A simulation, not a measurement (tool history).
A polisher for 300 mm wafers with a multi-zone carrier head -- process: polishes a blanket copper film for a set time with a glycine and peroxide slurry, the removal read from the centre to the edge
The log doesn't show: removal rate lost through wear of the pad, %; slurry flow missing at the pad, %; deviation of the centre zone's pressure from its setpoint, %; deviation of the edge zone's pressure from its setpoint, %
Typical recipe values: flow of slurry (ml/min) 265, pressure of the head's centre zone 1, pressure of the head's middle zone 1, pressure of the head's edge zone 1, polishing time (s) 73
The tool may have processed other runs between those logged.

run,hour,flow of slurry (ml/min),pressure of the head's centre zone,pressure of the head's middle zone,pressure of the head's edge zone,polishing time (s),wafers since the last listed run,wafers polished on this pad,hours since the slurry nozzle was cleaned,hours since the centre zone pressure was calibrated,hours since the edge zone pressure was calibrated,hours since the carrier head's membrane was replaced,"incoming thickness of the incoming film, nm",film removed at the wafer's centre (nm),film removed at mid-radius (nm),film removed at the wafer's edge (nm)
1,0,265,1,1,1,73,0,826,65.3,1056.3,1168.3,1610.6,1183.1,377.1,397.5,397.8
2,10.5,235,1,1.05,1.05,73,110,937,75.8,1066.8,1178.8,1621.1,1185.8,370.1,408.2,400.3
# hour 22.9: centre zone pressure recalibrated
3,25.8,265,1,1,1,86,140,1077,91.1,2.9,1194.1,1636.4,1191.1,467.7,469.5,465.3
# hour 37.9: worn pad replaced by a new one
4,38.4,265,0.93,1,1,73,90,5,103.7,15.5,1206.7,1649,1191,370,394.8,397.9
5,50.5,265,1,1.06,1,73,127,133,115.8,27.6,1218.8,1661.1,1165.4,399,419,396.7
6,58.3,265,1,1,1,73,82,215,123.6,35.4,1226.6,1668.9,1213.1,399.7,397.3,393.7
# hour 64.6: edge zone pressure recalibrated
7,72,265,1,1,1.07,73,123,339,137.3,49.1,7.4,1682.6,1195.7,396.3,397.7,416.4
8,81.9,265,1,1,1,73,104,444,147.2,59,17.3,1692.5,1206.1,404.4,398.3,394.7
9,94.9,265,1,1,1.07,73,137,581,160.2,72,30.3,1705.5,1199.6,400,397.7,401.3
# hour 100.4: carrier head's membrane replaced by a new one
10,104,265,1.12,1,1.04,60,43,624,169.3,81.1,39.4,3.6,1181.4,368,328.3,337.3
11,110.6,265,1,1.11,1,73,69,694,175.9,87.7,46,10.2,1192.6,403.9,437.2,390.8
12,120.6,265,1,1,1,73,105,800,185.9,97.7,56,20.2,1208,399.4,399.1,389.9
# hour 146.8: slurry nozzle cleaned
13,159.6,205,1,1.06,0.9,85,401,1201,12.8,136.7,95,59.2,1198.7,446,469.6,421.5
# hour 173.5: worn pad replaced by a new one
14,174,265,1,1,0.95,73,109,5,27.2,151.1,109.4,73.6,1186.7,398.2,402.8,383.1
15,181.8,265,1,1,1,73,82,87,35,158.9,117.2,81.4,1171.9,391.2,395.8,396.7
16,188.4,225,1.07,1,1,85,69,157,41.6,165.5,123.8,88,1188.1,481.2,452.8,450.5
17,200.6,265,0.92,1,1,73,128,286,53.8,177.7,136,100.2,1203.8,364.5,398.8,397.5
18,208,265,1,0.96,1,73,78,364,61.2,185.1,143.4,107.6,1184.6,401.6,385.9,390.5
19,236.7,265,1,1,1,73,303,667,89.9,213.8,172.1,136.3,1188.2,394,394.8,393.5
20,254.5,265,1.03,1,1.11,82,188,855,107.7,231.6,189.9,154.1,1186.2,462.1,446.4,471.2
21,283.3,265,0.94,1,0.88,84,304,1160,136.5,260.4,218.7,182.9,1194.4,433.6,458.3,423.4
# hour 291.7: worn pad replaced by a new one
22,300.2,265,1,1,1,73,136,90,153.4,277.3,235.6,199.8,1189.9,392.7,392.9,391.4
23,312.8,265,1,1,1,73,133,223,166,289.9,248.2,212.4,1203.3,398.1,400.7,392.8

3 options for the next run, each taken on its own from the tool as it stands now. Forecast them:
A,313.2,265,1,1,1,97,4,227,166.4,290.3,248.6,212.8,1168,?,?,?
B,313.2,265,0.96,1.09,1,73,4,227,166.4,290.3,248.6,212.8,1168,?,?,?
C,313.2,265,1,0.89,1,62,4,227,166.4,290.3,248.6,212.8,1168,?,?,?

run,film removed at the wafer's centre (nm),film removed at mid-radius (nm),film removed at the wafer's edge (nm)
A,529.4,529.9,525.2
B,382.9,429.2,394.8
C,338.1,307.3,336.2
Had the tool no hidden state, the same runs would have come out as:
run,film removed at the wafer's centre (nm),film removed at mid-radius (nm),film removed at the wafer's edge (nm)
A,536.5,529.9,525.2
B,388,429.2,394.8
C,342.7,307.3,336.2

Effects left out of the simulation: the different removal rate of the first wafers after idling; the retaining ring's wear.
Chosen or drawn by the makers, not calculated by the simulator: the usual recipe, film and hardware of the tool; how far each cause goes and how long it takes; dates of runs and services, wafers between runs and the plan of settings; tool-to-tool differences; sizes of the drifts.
